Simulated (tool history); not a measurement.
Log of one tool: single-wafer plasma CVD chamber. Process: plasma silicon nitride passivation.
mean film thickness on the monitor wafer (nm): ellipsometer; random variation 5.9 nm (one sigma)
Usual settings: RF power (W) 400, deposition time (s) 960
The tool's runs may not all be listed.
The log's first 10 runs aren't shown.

| run | day | RF power (W) | deposition time (s) | read-back reference wafer on the same gauge, thickness_nm | mean film thickness on the monitor wafer (nm) |
|---|---|---|---|---|---|
| 11 | 19.771 | 400 | 812 | 1140.936 | 997.931 |
| 12 | 23.758 | 400 | 960 | 1139.125 | 1171.121 |
| 13 | 25.912 | 400 | 823 | 1141.552 | 1016.262 |
| 14 | 28.417 | 400 | 960 | 1139.184 | 1166.332 |
|  | 33.942 | showerhead replaced |
| 15 | 33.979 | 400 | 960 | 1139.867 | 1163.994 |
| 16 | 36.975 | 400 | 960 | 1139.799 | 1154.817 |
| 17 | 38.546 | 400 | 960 | 1139.162 | 1155.759 |
| 18 | 39.679 | 400 | 960 | 1138.939 | 1155.53 |
| 19 | 41.583 | 400 | 960 | 1140.204 | 1148.435 |
|  | 42.9 | RF generator calibrated |
| 20 | 44.421 | 400 | 960 | 1140.285 | 1188.449 |
| 21 | 46.508 | 400 | 960 | 1138.571 | 1192.192 |
| 22 | 49.462 | 400 | 960 | 1139.299 | 1186.895 |
| 23 | 52.175 | 420 | 960 | 1139.274 | 1211.539 |
| 24 | 54.592 | 400 | 960 | 1138.187 | 1186.853 |
| 25 | 57.483 | 425 | 960 | 1139.183 | 1212.832 |
| 26 | 60.283 | 475 | 842 | 1139.381 | 1125.699 |
| 27 | 62.325 | 400 | 960 | 1139.824 | 1175.234 |
| 28 | 65.308 | 335 | 1011 | 1139.9 | 1116.6 |
|  | 65.667 | gauge calibrated |
| 29 | 66.604 | 400 | 960 | 1140.12 | 1175.614 |
| 30 | 67.962 | 425 | 782 | 1140.939 | 989.356 |

Run 31 comes next. What will it give?
| 31 | 70.454 | 400 | 1130 | ? | ? |

{"run 31": {"read-back reference wafer on the same gauge, thickness_nm": 1140.349, "mean film thickness on the monitor wafer (nm)": 1369.558}}
Without the tool's hidden state the same run would have given mean film thickness on the monitor wafer (nm) 1401.658.
